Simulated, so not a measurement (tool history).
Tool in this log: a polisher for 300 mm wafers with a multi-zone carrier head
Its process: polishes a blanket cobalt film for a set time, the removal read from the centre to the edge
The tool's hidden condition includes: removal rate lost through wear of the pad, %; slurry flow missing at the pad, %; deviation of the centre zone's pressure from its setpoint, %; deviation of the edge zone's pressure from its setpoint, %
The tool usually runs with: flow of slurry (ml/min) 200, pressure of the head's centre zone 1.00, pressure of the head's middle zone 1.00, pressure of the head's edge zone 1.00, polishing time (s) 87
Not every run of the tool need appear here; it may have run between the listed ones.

run,day,flow of slurry (ml/min),pressure of the head's centre zone,pressure of the head's middle zone,pressure of the head's edge zone,polishing time (s),wafers since the last listed run,wafers polished on this pad,hours since the slurry nozzle was cleaned,hours since the centre zone pressure was calibrated,hours since the edge zone pressure was calibrated,hours since the carrier head's membrane was replaced,"incoming thickness of the incoming film, nm",film removed at the wafer's centre (angstrom),film removed at mid-radius (angstrom),film removed at the wafer's edge (angstrom)
1,0.000,200,1.00,1.00,1.00,70,0,3209,129.3,303.8,166.2,1036.1,1580.2,2600,2497,2588
2,2.104,200,1.00,1.00,1.00,87,561,3771,179.8,354.3,216.7,1086.6,1591.9,3234,3163,3197
3,6.267,225,1.00,1.00,1.00,87,1111,4882,279.7,454.2,316.6,1186.5,1583.2,3223,3069,3105
4,7.983,225,1.00,1.00,1.00,87,458,5341,320.9,495.4,357.8,1227.7,1587.1,3157,2947,3095
# day 8.871: worn pad replaced by a new one
5,10.554,200,0.91,1.04,1.00,87,641,448,382.6,557.1,419.5,1289.4,1579.5,3041,3222,3159
# day 13.317: edge zone pressure recalibrated
6,14.500,200,0.91,1.04,1.00,87,1031,1480,477.3,651.8,28.4,1384.1,1612.6,2921,3107,3117
7,16.867,200,0.91,1.04,1.00,87,631,2111,534.1,708.6,85.2,1440.9,1583.3,2869,3042,3075
# day 17.988: slurry nozzle cleaned
8,18.725,200,1.07,0.92,1.00,111,484,2596,17.7,753.2,129.8,1485.5,1584.5,4519,3896,4175
# day 19.096: carrier head's membrane replaced by a new one
9,22.200,140,1.00,0.93,1.00,87,872,3469,101.1,836.6,213.2,74.5,1569.6,3169,2919,3047
# day 22.371: centre zone pressure recalibrated
10,23.892,200,1.11,1.00,1.10,87,429,3898,141.7,36.5,253.8,115.1,1586.8,3543,3098,3219
11,26.400,135,0.90,1.03,0.89,87,669,4568,201.9,96.7,314.0,175.3,1585.6,2867,3051,2880

Forecast run 12:
12,29.008,200,1.00,1.00,1.00,102,696,5264,264.5,159.3,376.6,237.9,1576.7,?,?,?

Run 12 came out at film removed at the wafer's centre (angstrom) 3759, film removed at mid-radius (angstrom) 3515, film removed at the wafer's edge (angstrom) 3673.
Were there no unlogged condition in the tool, this run, its random variation unchanged, would have produced film removed at the wafer's centre (angstrom) 4094, film removed at mid-radius (angstrom) 3815, film removed at the wafer's edge (angstrom) 3957.

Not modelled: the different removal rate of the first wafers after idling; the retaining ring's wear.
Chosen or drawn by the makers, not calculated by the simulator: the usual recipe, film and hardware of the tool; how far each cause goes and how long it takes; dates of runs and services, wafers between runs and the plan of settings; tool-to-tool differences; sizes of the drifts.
